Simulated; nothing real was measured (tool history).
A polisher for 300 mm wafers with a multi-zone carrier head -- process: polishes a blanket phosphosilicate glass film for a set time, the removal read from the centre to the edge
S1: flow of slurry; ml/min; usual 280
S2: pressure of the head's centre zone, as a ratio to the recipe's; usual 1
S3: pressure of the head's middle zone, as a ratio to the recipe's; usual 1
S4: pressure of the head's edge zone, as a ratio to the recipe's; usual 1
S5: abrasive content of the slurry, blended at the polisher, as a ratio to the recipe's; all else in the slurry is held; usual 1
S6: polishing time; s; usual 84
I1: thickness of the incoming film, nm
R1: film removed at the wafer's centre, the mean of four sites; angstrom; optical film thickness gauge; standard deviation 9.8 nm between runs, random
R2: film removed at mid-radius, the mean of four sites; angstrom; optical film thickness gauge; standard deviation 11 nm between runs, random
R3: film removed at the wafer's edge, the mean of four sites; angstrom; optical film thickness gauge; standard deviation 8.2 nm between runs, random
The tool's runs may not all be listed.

Run 1, day 0: usual settings; I1 2276.7. Result: R1 9527 angstrom, R2 9586 angstrom, R3 9669 angstrom.
Run 2, day 0.467: usual settings but S6 76 s; I1 2323.9. Result: R1 8466 angstrom, R2 8513 angstrom, R3 8751 angstrom.
Run 3, day 1.154: usual settings but S6 76 s; I1 2287.1. Result: R1 8540 angstrom, R2 8536 angstrom, R3 8704 angstrom.
Run 4, day 1.642: usual settings but S6 95 s; I1 2284.2. Result: R1 10395 angstrom, R2 10879 angstrom, R3 10934 angstrom.
Run 5, day 2.25: usual settings but S6 95 s; I1 2327.2. Result: R1 10457 angstrom, R2 10589 angstrom, R3 10787 angstrom.
Run 6, day 2.679: usual settings but S6 95 s; I1 2260.5. Result: R1 10295 angstrom, R2 10712 angstrom, R3 10694 angstrom.
Run 7, day 3.167: usual settings; I1 2262.7. Result: R1 9425 angstrom, R2 9523 angstrom, R3 9553 angstrom.
At day 3.746: carrier head's membrane replaced by a new one.
At day 4.192: worn pad replaced by a new one, of another model than before.
Run 8, day 4.704: usual settings; I1 2298.7. Result: R1 9068 angstrom, R2 9306 angstrom, R3 9447 angstrom.
Run 9, day 4.983: usual settings; I1 2310.8. Result: R1 9129 angstrom, R2 9226 angstrom, R3 9426 angstrom.
Run 10, day 5.625: usual settings; I1 2279.8. Result: R1 8992 angstrom, R2 9180 angstrom, R3 9362 angstrom.
At day 5.783: edge zone pressure recalibrated.
Run 11, day 6.112: usual settings but S6 68 s; I1 2297.8. Result: R1 7333 angstrom, R2 7311 angstrom, R3 7473 angstrom.
Run 12, day 6.446: usual settings but S2 0.91, S3 1.1, S6 104 s; I1 2306.8. Result: R1 9958 angstrom, R2 12259 angstrom, R3 11468 angstrom.
Run 13, day 7.042: usual settings but S2 0.95, S3 0.91; I1 2264.8. Result: R1 8262 angstrom, R2 8513 angstrom, R3 9195 angstrom.

Run 14 has not been measured yet. What should we expect?
Run 14, day 7.45: usual settings but S1 355 ml/min, S6 95 s; I1 2271. Result: R1 ?, R2 ?, R3 ?.

Logged for run 14: R1 10373 angstrom, R2 10514 angstrom, R3 10796 angstrom.
With the hidden condition absent and the run-to-run variation left alone, this run would have shown R1 10963 angstrom, R2 11054 angstrom, R3 11214 angstrom.
